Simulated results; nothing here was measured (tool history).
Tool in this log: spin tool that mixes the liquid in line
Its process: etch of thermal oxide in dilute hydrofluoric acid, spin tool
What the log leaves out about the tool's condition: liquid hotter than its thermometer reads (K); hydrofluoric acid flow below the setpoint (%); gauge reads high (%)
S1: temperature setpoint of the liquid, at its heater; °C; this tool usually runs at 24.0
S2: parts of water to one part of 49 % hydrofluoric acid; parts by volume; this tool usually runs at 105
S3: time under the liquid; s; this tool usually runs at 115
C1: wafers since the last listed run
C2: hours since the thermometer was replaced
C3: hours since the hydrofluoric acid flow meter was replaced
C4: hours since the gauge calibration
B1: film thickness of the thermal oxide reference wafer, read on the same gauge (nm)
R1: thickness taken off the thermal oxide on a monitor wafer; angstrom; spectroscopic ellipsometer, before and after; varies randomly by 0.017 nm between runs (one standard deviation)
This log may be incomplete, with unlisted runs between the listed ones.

{"run": 1, "hour": 0.0, "S1": 24.0, "S2": 90, "S3": 160, "C1": 0, "C2": 1509.9, "C3": 1657.9, "C4": 88.8, "B1": 109.97, "R1": 67.3}
{"run": 2, "hour": 15.6, "S1": 24.0, "S2": 90, "S3": 160, "C1": 104, "C2": 1525.5, "C3": 1673.5, "C4": 104.4, "B1": 110.0, "R1": 67.5}
{"run": 3, "hour": 31.9, "S1": 24.0, "S2": 105, "S3": 115, "C1": 109, "C2": 1541.8, "C3": 1689.8, "C4": 120.7, "B1": 110.01, "R1": 40.9}
{"run": 4, "hour": 42.7, "S1": 24.0, "S2": 105, "S3": 115, "C1": 72, "C2": 1552.6, "C3": 1700.6, "C4": 131.5, "B1": 110.02, "R1": 40.6}
{"run": 5, "hour": 50.8, "S1": 24.0, "S2": 105, "S3": 115, "C1": 54, "C2": 1560.7, "C3": 1708.7, "C4": 139.6, "B1": 109.99, "R1": 40.7}
{"run": 6, "hour": 58.4, "S1": 24.0, "S2": 105, "S3": 115, "C1": 50, "C2": 1568.3, "C3": 1716.3, "C4": 147.2, "B1": 110.0, "R1": 40.5}
{"run": 7, "hour": 71.8, "S1": 24.0, "S2": 105, "S3": 115, "C1": 89, "C2": 1581.7, "C3": 1729.7, "C4": 160.6, "B1": 110.02, "R1": 40.6}
{"hour": 77.6, "done": "gauge calibrated"}
{"run": 8, "hour": 88.6, "S1": 27.0, "S2": 125, "S3": 115, "C1": 112, "C2": 1598.5, "C3": 1746.5, "C4": 11.0, "B1": 109.97, "R1": 37.0}
{"run": 9, "hour": 99.8, "S1": 24.0, "S2": 155, "S3": 145, "C1": 75, "C2": 1609.7, "C3": 1757.7, "C4": 22.2, "B1": 110.03, "R1": 32.4}
{"hour": 121.6, "done": "thermometer replaced"}
{"hour": 122.7, "done": "hydrofluoric acid flow meter replaced"}
{"run": 10, "hour": 123.1, "S1": 24.0, "S2": 105, "S3": 140, "C1": 142, "C2": 1.5, "C3": 0.4, "C4": 45.5, "B1": 109.99, "R1": 56.7}
{"run": 11, "hour": 138.3, "S1": 24.0, "S2": 105, "S3": 115, "C1": 101, "C2": 16.7, "C3": 15.6, "C4": 60.7, "B1": 110.0, "R1": 46.5}
{"run": 12, "hour": 156.3, "S1": 28.5, "S2": 105, "S3": 115, "C1": 120, "C2": 34.7, "C3": 33.6, "C4": 78.7, "B1": 110.01, "R1": 55.5}
{"run": 13, "hour": 166.6, "S1": 24.0, "S2": 85, "S3": 115, "C1": 69, "C2": 45.0, "C3": 43.9, "C4": 89.0, "B1": 110.03, "R1": 59.1}

Run 14 has not been measured yet. What should we expect?
{"run": 14, "hour": 174.3, "S1": 24.0, "S2": 125, "S3": 55, "C1": 51, "C2": 52.7, "C3": 51.6, "C4": 96.7, "B1": "?", "R1": "?"}

B1: 110.02
R1: 18.3 angstrom
Minus the tool's unlogged condition, the same run would have read R1 18.6 angstrom.
